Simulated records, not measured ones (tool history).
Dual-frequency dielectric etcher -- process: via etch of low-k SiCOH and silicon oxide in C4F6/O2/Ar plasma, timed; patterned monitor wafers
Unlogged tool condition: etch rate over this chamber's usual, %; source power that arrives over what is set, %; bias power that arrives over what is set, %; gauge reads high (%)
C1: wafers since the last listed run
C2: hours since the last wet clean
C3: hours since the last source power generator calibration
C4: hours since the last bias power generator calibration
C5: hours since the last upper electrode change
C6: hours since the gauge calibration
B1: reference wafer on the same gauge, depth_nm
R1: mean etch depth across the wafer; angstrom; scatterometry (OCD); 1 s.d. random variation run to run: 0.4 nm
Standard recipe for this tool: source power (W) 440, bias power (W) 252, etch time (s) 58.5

run 1 hour=0.0 | source_power_(W)=440 bias_power_(W)=252 etch_time_(s)=45.0 | C1=0 C2=100.6 C3=2246.0 C4=3379.1 C5=4676.1 C6=49.2 | B1=154.0 | R1=1386
run 2 hour=10.0 | source_power_(W)=440 bias_power_(W)=252 etch_time_(s)=45.0 | C1=107 C2=110.6 C3=2256.0 C4=3389.1 C5=4686.1 C6=59.2 | B1=154.0 | R1=1384
run 3 hour=20.5 | source_power_(W)=440 bias_power_(W)=252 etch_time_(s)=58.5 | C1=112 C2=121.1 C3=2266.5 C4=3399.6 C5=4696.6 C6=69.7 | B1=154.1 | R1=1802
run 4 hour=27.8 | source_power_(W)=440 bias_power_(W)=252 etch_time_(s)=58.5 | C1=78 C2=128.4 C3=2273.8 C4=3406.9 C5=4703.9 C6=77.0 | B1=154.1 | R1=1804
run 5 hour=34.3 | source_power_(W)=440 bias_power_(W)=252 etch_time_(s)=58.5 | C1=69 C2=134.9 C3=2280.3 C4=3413.4 C5=4710.4 C6=83.5 | B1=154.0 | R1=1808
-- hour=62.3 upper electrode replaced
run 6 hour=62.8 | source_power_(W)=510 bias_power_(W)=289 etch_time_(s)=58.5 | C1=48 C2=163.4 C3=2308.8 C4=3441.9 C5=0.5 C6=112.0 | B1=154.0 | R1=2055
run 7 hour=63.1 | source_power_(W)=510 bias_power_(W)=289 etch_time_(s)=58.5 | C1=3 C2=163.7 C3=2309.1 C4=3442.2 C5=0.8 C6=112.3 | B1=154.1 | R1=2057
run 8 hour=68.7 | source_power_(W)=510 bias_power_(W)=289 etch_time_(s)=58.5 | C1=60 C2=169.3 C3=2314.7 C4=3447.8 C5=6.4 C6=117.9 | B1=154.0 | R1=2055
run 9 hour=80.7 | source_power_(W)=440 bias_power_(W)=252 etch_time_(s)=58.5 | C1=128 C2=181.3 C3=2326.7 C4=3459.8 C5=18.4 C6=129.9 | B1=154.0 | R1=1802
run 10 hour=94.2 | source_power_(W)=440 bias_power_(W)=252 etch_time_(s)=58.5 | C1=145 C2=194.8 C3=2340.2 C4=3473.3 C5=31.9 C6=143.4 | B1=153.9 | R1=1801
-- hour=107.5 bias power generator calibrated
run 11 hour=113.2 | source_power_(W)=440 bias_power_(W)=252 etch_time_(s)=58.5 | C1=161 C2=213.8 C3=2359.2 C4=5.7 C5=50.9 C6=162.4 | B1=154.0 | R1=1810
run 12 hour=129.9 | source_power_(W)=440 bias_power_(W)=252 etch_time_(s)=45.0 | C1=179 C2=230.5 C3=2375.9 C4=22.4 C5=67.6 C6=179.1 | B1=153.9 | R1=1392
run 13 hour=137.4 | source_power_(W)=350 bias_power_(W)=312 etch_time_(s)=69.5 | C1=80 C2=238.0 C3=2383.4 C4=29.9 C5=75.1 C6=186.6 | B1=154.0 | R1=1993
run 14 hour=155.3 | source_power_(W)=440 bias_power_(W)=193 etch_time_(s)=58.5 | C1=192 C2=255.9 C3=2401.3 C4=47.8 C5=93.0 C6=204.5 | B1=154.0 | R1=1655
run 15 hour=172.9 | source_power_(W)=440 bias_power_(W)=252 etch_time_(s)=58.5 | C1=189 C2=273.5 C3=2418.9 C4=65.4 C5=110.6 C6=222.1 | B1=154.0 | R1=1819
run 16 hour=184.8 | source_power_(W)=540 bias_power_(W)=201 etch_time_(s)=68.0 | C1=127 C2=285.4 C3=2430.8 C4=77.3 C5=122.5 C6=234.0 | B1=154.1 | R1=2205
run 17 hour=192.6 | source_power_(W)=440 bias_power_(W)=252 etch_time_(s)=58.5 | C1=83 C2=293.2 C3=2438.6 C4=85.1 C5=130.3 C6=241.8 | B1=154.1 | R1=1811
-- hour=203.2 source power generator calibrated
run 18 hour=203.7 | source_power_(W)=480 bias_power_(W)=212 etch_time_(s)=41.5 | C1=76 C2=304.3 C3=0.5 C4=96.2 C5=141.4 C6=252.9 | B1=153.9 | R1=1286
run 19 hour=217.4 | source_power_(W)=550 bias_power_(W)=252 etch_time_(s)=58.5 | C1=147 C2=318.0 C3=14.2 C4=109.9 C5=155.1 C6=266.6 | B1=154.0 | R1=2069
run 20 hour=243.2 | source_power_(W)=490 bias_power_(W)=217 etch_time_(s)=44.0 | C1=277 C2=343.8 C3=40.0 C4=135.7 C5=180.9 C6=292.4 | B1=154.0 | R1=1386
run 21 hour=253.4 | source_power_(W)=480 bias_power_(W)=252 etch_time_(s)=58.5 | C1=109 C2=354.0 C3=50.2 C4=145.9 C5=191.1 C6=302.6 | B1=154.0 | R1=1922
-- hour=263.6 gauge calibrated
-- hour=283.0 wet clean of the chamber
run 22 hour=283.5 | source_power_(W)=470 bias_power_(W)=224 etch_time_(s)=51.5 | C1=65 C2=0.5 C3=80.3 C4=176.0 C5=221.2 C6=19.9 | B1=154.0 | R1=1582
run 23 hour=283.8 | source_power_(W)=510 bias_power_(W)=289 etch_time_(s)=58.5 | C1=3 C2=0.8 C3=80.6 C4=176.3 C5=221.5 C6=20.2 | B1=154.0 | R1=2056
run 24 hour=295.4 | source_power_(W)=520 bias_power_(W)=235 etch_time_(s)=70.5 | C1=124 C2=12.4 C3=92.2 C4=187.9 C5=233.1 C6=31.8 | B1=154.0 | R1=2350
run 25 hour=304.8 | source_power_(W)=510 bias_power_(W)=289 etch_time_(s)=58.5 | C1=100 C2=21.8 C3=101.6 C4=197.3 C5=242.5 C6=41.2 | B1=154.0 | R1=2049
run 26 hour=317.9 | source_power_(W)=480 bias_power_(W)=217 etch_time_(s)=58.5 | C1=140 C2=34.9 C3=114.7 C4=210.4 C5=255.6 C6=54.3 | B1=154.0 | R1=1806
run 27 hour=328.1 | source_power_(W)=440 bias_power_(W)=281 etch_time_(s)=46.5 | C1=109 C2=45.1 C3=124.9 C4=220.6 C5=265.8 C6=64.5 | B1=154.1 | R1=1484
run 28 hour=337.0 | source_power_(W)=530 bias_power_(W)=252 etch_time_(s)=71.5 | C1=95 C2=54.0 C3=133.8 C4=229.5 C5=274.7 C6=73.4 | B1=153.9 | R1=2465
run 29 hour=347.6 | source_power_(W)=490 bias_power_(W)=308 etch_time_(s)=58.5 | C1=113 C2=64.6 C3=144.4 C4=240.1 C5=285.3 C6=84.0 | B1=153.9 | R1=2057
run 30 hour=385.3 | source_power_(W)=440 bias_power_(W)=252 etch_time_(s)=58.5 | C1=404 C2=102.3 C3=182.1 C4=277.8 C5=323.0 C6=121.7 | B1=153.9 | R1=1801

Each row is a separate what-if for the run after 30, all from the same tool condition, not one after another. Results?
run A hour=385.7 | source_power_(W)=410 bias_power_(W)=252 etch_time_(s)=58.5 | C1=4 C2=102.7 C3=182.5 C4=278.2 C5=323.4 C6=122.1 | B1=? | R1=?
run B hour=385.7 | source_power_(W)=440 bias_power_(W)=205 etch_time_(s)=58.5 | C1=4 C2=102.7 C3=182.5 C4=278.2 C5=323.4 C6=122.1 | B1=? | R1=?
run C hour=385.7 | source_power_(W)=490 bias_power_(W)=252 etch_time_(s)=58.5 | C1=4 C2=102.7 C3=182.5 C4=278.2 C5=323.4 C6=122.1 | B1=? | R1=?
run D hour=385.7 | source_power_(W)=520 bias_power_(W)=201 etch_time_(s)=58.5 | C1=4 C2=102.7 C3=182.5 C4=278.2 C5=323.4 C6=122.1 | B1=? | R1=?

run=A B1=154.0 R1=1724
run=B B1=154.0 R1=1685
run=C B1=154.0 R1=1921
run=D B1=154.0 R1=1849
Without the tool's hidden state the same runs would have given:
run=A R1=1716
run=B R1=1677
run=C R1=1911
run=D R1=1840

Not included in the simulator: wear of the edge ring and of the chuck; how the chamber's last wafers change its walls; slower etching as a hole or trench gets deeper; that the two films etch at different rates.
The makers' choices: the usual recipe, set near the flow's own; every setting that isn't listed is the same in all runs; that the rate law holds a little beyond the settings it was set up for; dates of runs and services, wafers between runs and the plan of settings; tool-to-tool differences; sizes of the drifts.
